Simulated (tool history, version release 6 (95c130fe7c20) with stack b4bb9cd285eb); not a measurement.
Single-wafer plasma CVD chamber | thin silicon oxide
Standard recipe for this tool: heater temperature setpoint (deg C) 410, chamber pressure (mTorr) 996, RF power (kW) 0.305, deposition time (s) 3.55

run   hour  heater temperature setpoint (deg C)  chamber pressure (mTorr)  RF power (kW)  deposition time (s)  wafers since the last listed run  hours since the last thermocouple change  hours since the last RF generator calibration  hours since the last manometer calibration  hours since the showerhead was replaced  hours since the gauge calibration  read-back reference wafer on the same gauge, thickness_nm  mean film thickness on the monitor wafer (nm)
  1      0                                  418                       996          0.305                 3.55                                 0                                    1898.2                                         1524.3                                      2063.6                                   4304.6                              339.8                                                      8.863                                          8.938
  2   10.8                                  418                       996          0.305                 3.55                               160                                      1909                                         1535.1                                      2074.4                                   4315.4                              350.6                                                      8.861                                          8.924
  3   18.7                                  407                       996          0.305                 3.55                               117                                    1916.9                                           1543                                      2082.3                                   4323.3                              358.5                                                      8.861                                          8.924
  4   25.1                                  418                      1187          0.305                 3.55                                95                                    1923.3                                         1549.4                                      2088.7                                   4329.7                              364.9                                                      8.861                                         10.199
  5   37.6                                  410                       996          0.305                 3.55                               186                                    1935.8                                         1561.9                                      2101.2                                   4342.2                              377.4                                                      8.862                                          8.919
  6   46.1                                  410                       996          0.305                 3.55                               126                                    1944.3                                         1570.4                                      2109.7                                   4350.7                              385.9                                                      8.863                                          8.933
  7   60.8                                  410                       996          0.305                 3.16                               219                                      1959                                         1585.1                                      2124.4                                   4365.4                              400.6                                                      8.859                                          7.938
  8   76.8                                  410                       996          0.305                 3.16                               238                                      1975                                         1601.1                                      2140.4                                   4381.4                              416.6                                                      8.861                                          7.949
      98.9  -- capacitance manometer re-zeroed and calibrated
      99.1  -- showerhead replaced
  9   99.4                                  410                       996          0.305                 3.55                               215                                    1997.6                                         1623.7                                         0.5                                      0.3                              439.2                                                      8.861                                          8.933
     109.1  -- RF generator calibrated
 10  109.6                                  410                       996          0.305                 3.55                                32                                    2007.8                                            0.5                                        10.7                                     10.5                              449.4                                                      8.867                                          8.928
     111.9  -- gauge calibrated
 11  122.3                                  410                       996          0.305                 3.55                               189                                    2020.5                                           13.2                                        23.4                                     23.2                               10.4                                                      8.855                                          8.915
     148.6  -- thermocouple changed; heater temperature recalibrated
 12  152.2                                  410                      1108          0.305                 3.55                               326                                       3.6                                           43.1                                        53.3                                     53.1                               40.3                                                      8.862                                          9.786
 13  164.4                                  410                       996          0.305                 3.55                               181                                      15.8                                           55.3                                        65.5                                     65.3                               52.5                                                      8.853                                          8.924
 14  171.9                                  423                       996          0.325                 3.55                               111                                      23.3                                           62.8                                          73                                     72.8                                 60                                                      8.855                                          9.194
 15    186                                  410                       996          0.305                 2.86                               210                                      37.4                                           76.9                                        87.1                                     86.9                               74.1                                                      8.856                                          7.205
 16    196                                  410                       996          0.305                 3.55                               149                                      47.4                                           86.9                                        97.1                                     96.9                               84.1                                                      8.861                                          8.947
 17    212                                  403                       881          0.285                 2.85                               238                                      63.4                                          102.9                                       113.1                                    112.9                              100.1                                                      8.861                                          6.076
 18  262.3                                  410                       996          0.305                 3.55                               749                                     113.7                                          153.2                                       163.4                                    163.2                              150.4                                                       8.86                                          8.943
 19  289.4                                  402                      1110           0.35                 3.55                               403                                     140.8                                          180.3                                       190.5                                    190.3                              177.5                                                      8.864                                          10.56
 20    306                                  399                       834           0.36                 2.96                               247                                     157.4                                          196.9                                       207.1                                    206.9                              194.1                                                      8.862                                           6.62
 21  316.4                                  403                       996          0.285                 4.23                               155                                     167.8                                          207.3                                       217.5                                    217.3                              204.5                                                      8.857                                         10.287
 22  332.6                                  410                       996          0.305                 3.55                               241                                       184                                          223.5                                       233.7                                    233.5                              220.7                                                      8.857                                           8.95
 23  347.6                                  399                       996          0.255                 2.88                               223                                       199                                          238.5                                       248.7                                    248.5                              235.7                                                      8.867                                          6.605
 24  355.7                                  422                       907          0.365                 3.55                               120                                     207.1                                          246.6                                       256.8                                    256.6                              243.8                                                      8.858                                          8.776
 25  372.9                                  424                       822          0.305                 3.55                               256                                     224.3                                          263.8                                         274                                    273.8                                261                                                      8.854                                          7.115
 26  387.9                                  410                       919          0.305                 4.03                               223                                     239.3                                          278.8                                         289                                    288.8                                276                                                      8.858                                           9.31
 27  404.6                                  410                       996          0.305                 3.55                               248                                       256                                          295.5                                       305.7                                    305.5                              292.7                                                      8.861                                          8.962
 28  419.5                                  410                       867          0.275                 3.55                               222                                     270.9                                          310.4                                       320.6                                    320.4                              307.6                                                      8.864                                          7.228

Below are 5 alternative next runs, each starting from the tool's condition after run 28. Predict each:
  A  419.9                                  410                       996          0.305                 3.55                                 5                                     271.3                                          310.8                                         321                                    320.8                                308                                                          ?                                              ?
  B  419.9                                  396                       996          0.305                 3.17                                 5                                     271.3                                          310.8                                         321                                    320.8                                308                                                          ?                                              ?
  C  419.9                                  401                       996           0.34                 3.55                                 5                                     271.3                                          310.8                                         321                                    320.8                                308                                                          ?                                              ?
  D  419.9                                  398                       996           0.29                 3.95                                 5                                     271.3                                          310.8                                         321                                    320.8                                308                                                          ?                                              ?
  E  419.9                                  422                       907          0.305                 3.33                                 5                                     271.3                                          310.8                                         321                                    320.8                                308                                                          ?                                              ?

run  read-back reference wafer on the same gauge, thickness_nm  mean film thickness on the monitor wafer (nm)
  A                                                      8.864                                          8.985
  B                                                      8.864                                          8.089
  C                                                      8.864                                          9.536
  D                                                      8.864                                          9.794
  E                                                      8.864                                          7.566
Without the tool's hidden state the same runs would have given:
run  mean film thickness on the monitor wafer (nm)
  A                                          8.985
  B                                          8.089
  C                                          9.536
  D                                          9.794
  E                                          7.566
